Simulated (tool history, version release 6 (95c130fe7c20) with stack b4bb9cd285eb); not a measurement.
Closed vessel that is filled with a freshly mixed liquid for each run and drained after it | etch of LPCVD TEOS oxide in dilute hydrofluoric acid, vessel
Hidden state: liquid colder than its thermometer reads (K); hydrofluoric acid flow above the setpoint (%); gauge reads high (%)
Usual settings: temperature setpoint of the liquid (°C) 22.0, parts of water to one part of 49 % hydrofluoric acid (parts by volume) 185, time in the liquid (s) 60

| run | hour | temperature setpoint of the liquid (°C) | parts of water to one part of 49 % hydrofluoric acid (parts by volume) | time in the liquid (s) | wafers since the last listed run | hours since the thermometer was replaced | hours since the hydrofluoric acid flow meter was replaced | hours since the gauge calibration | read-back film thickness of the LPCVD TEOS oxide reference wafer, read on the same gauge (nm) | thickness taken off the LPCVD TEOS oxide on a monitor wafer (angstrom) |
|---|---|---|---|---|---|---|---|---|---|---|
| 1 | 0.0 | 25.0 | 185 | 60 | 0 | 2361.1 | 1605.9 | 80.9 | 40.00 | 60.1 |
| 2 | 6.2 | 22.0 | 185 | 40 | 462 | 2367.3 | 1612.1 | 87.1 | 39.98 | 36.1 |
| 3 | 19.6 | 22.0 | 185 | 40 | 999 | 2380.7 | 1625.5 | 100.5 | 39.99 | 36.0 |
| 4 | 26.0 | 22.0 | 185 | 40 | 477 | 2387.1 | 1631.9 | 106.9 | 40.00 | 35.6 |
| 5 | 41.7 | 22.0 | 185 | 60 | 1170 | 2402.8 | 1647.6 | 122.6 | 40.01 | 53.3 |
| 6 | 49.5 | 22.0 | 185 | 60 | 581 | 2410.6 | 1655.4 | 130.4 | 40.02 | 53.6 |
| 7 | 66.4 | 22.0 | 185 | 70 | 1260 | 2427.5 | 1672.3 | 147.3 | 40.00 | 63.0 |
| 8 | 84.0 | 22.0 | 185 | 70 | 1312 | 2445.1 | 1689.9 | 164.9 | 39.99 | 63.1 |
| 9 | 91.2 | 22.0 | 185 | 70 | 536 | 2452.3 | 1697.1 | 172.1 | 40.01 | 62.7 |
| 10 | 105.6 | 22.0 | 185 | 60 | 1073 | 2466.7 | 1711.5 | 186.5 | 39.98 | 54.1 |
| 11 | 122.5 | 22.0 | 185 | 60 | 1260 | 2483.6 | 1728.4 | 203.4 | 40.01 | 53.3 |
| 12 | 131.3 | 22.0 | 185 | 60 | 656 | 2492.4 | 1737.2 | 212.2 | 40.01 | 53.8 |
| 13 | 148.2 | 25.5 | 150 | 90 | 1260 | 2509.3 | 1754.1 | 229.1 | 39.99 | 116.3 |
|  | 155.0 | thermometer replaced |
| 14 | 163.8 | 22.0 | 185 | 60 | 1088 | 8.8 | 1769.7 | 244.7 | 39.98 | 58.7 |
| 15 | 170.8 | 25.0 | 185 | 60 | 521 | 15.8 | 1776.7 | 251.7 | 40.00 | 66.3 |
| 16 | 177.5 | 24.5 | 185 | 60 | 499 | 22.5 | 1783.4 | 258.4 | 40.00 | 64.9 |
| 17 | 183.6 | 19.5 | 185 | 30 | 454 | 28.6 | 1789.5 | 264.5 | 40.00 | 26.5 |
| 18 | 199.2 | 19.0 | 220 | 80 | 1163 | 44.2 | 1805.1 | 280.1 | 40.00 | 57.1 |
| 19 | 221.4 | 22.0 | 185 | 70 | 1655 | 66.4 | 1827.3 | 302.3 | 40.01 | 68.1 |
| 20 | 241.2 | 20.5 | 105 | 80 | 1476 | 86.2 | 1847.1 | 322.1 | 40.00 | 141.2 |
| 21 | 248.4 | 22.0 | 155 | 60 | 536 | 93.4 | 1854.3 | 329.3 | 40.01 | 72.3 |
|  | 249.7 | hydrofluoric acid flow meter replaced |
| 22 | 255.5 | 24.0 | 185 | 30 | 454 | 100.5 | 5.8 | 336.4 | 40.03 | 31.5 |
| 23 | 267.7 | 22.0 | 185 | 30 | 909 | 112.7 | 18.0 | 348.6 | 40.01 | 29.1 |
|  | 277.4 | gauge calibrated |
| 24 | 280.1 | 22.0 | 185 | 90 | 924 | 125.1 | 30.4 | 2.7 | 40.00 | 87.5 |
| 25 | 297.1 | 22.0 | 185 | 60 | 1267 | 142.1 | 47.4 | 19.7 | 39.99 | 58.7 |
| 26 | 311.7 | 22.0 | 245 | 30 | 1088 | 156.7 | 62.0 | 34.3 | 39.99 | 20.5 |
| 27 | 317.9 | 25.0 | 185 | 70 | 462 | 162.9 | 68.2 | 40.5 | 40.00 | 76.8 |
| 28 | 328.9 | 19.5 | 225 | 90 | 820 | 173.9 | 79.2 | 51.5 | 39.99 | 62.9 |
| 29 | 341.3 | 22.0 | 120 | 40 | 924 | 186.3 | 91.6 | 63.9 | 39.99 | 64.2 |
| 30 | 350.1 | 22.0 | 215 | 60 | 656 | 195.1 | 100.4 | 72.7 | 39.99 | 48.6 |
| 31 | 359.2 | 25.0 | 185 | 70 | 678 | 204.2 | 109.5 | 81.8 | 39.99 | 76.8 |
| 32 | 376.2 | 22.0 | 185 | 60 | 1267 | 221.2 | 126.5 | 98.8 | 40.00 | 58.9 |
| 33 | 390.4 | 19.5 | 185 | 45 | 1058 | 235.4 | 140.7 | 113.0 | 39.98 | 39.6 |
| 34 | 408.2 | 20.0 | 185 | 70 | 1327 | 253.2 | 158.5 | 130.8 | 40.00 | 62.7 |

Forecast each of these 3 alternatives for the next run:
| A | 408.9 | 22.0 | 185 | 60 | 52 | 253.9 | 159.2 | 131.5 | ? | ? |
| B | 408.9 | 23.5 | 230 | 80 | 52 | 253.9 | 159.2 | 131.5 | ? | ? |
| C | 408.9 | 22.0 | 270 | 30 | 52 | 253.9 | 159.2 | 131.5 | ? | ? |

| run | read-back film thickness of the LPCVD TEOS oxide reference wafer, read on the same gauge (nm) | thickness taken off the LPCVD TEOS oxide on a monitor wafer (angstrom) |
|---|---|---|
| A | 40.01 | 58.4 |
| B | 40.01 | 63.3 |
| C | 40.01 | 18.4 |
Without the tool's hidden state the same runs would have given:
| run | thickness taken off the LPCVD TEOS oxide on a monitor wafer (angstrom) |
|---|---|
| A | 59.0 |
| B | 63.9 |
| C | 18.6 |

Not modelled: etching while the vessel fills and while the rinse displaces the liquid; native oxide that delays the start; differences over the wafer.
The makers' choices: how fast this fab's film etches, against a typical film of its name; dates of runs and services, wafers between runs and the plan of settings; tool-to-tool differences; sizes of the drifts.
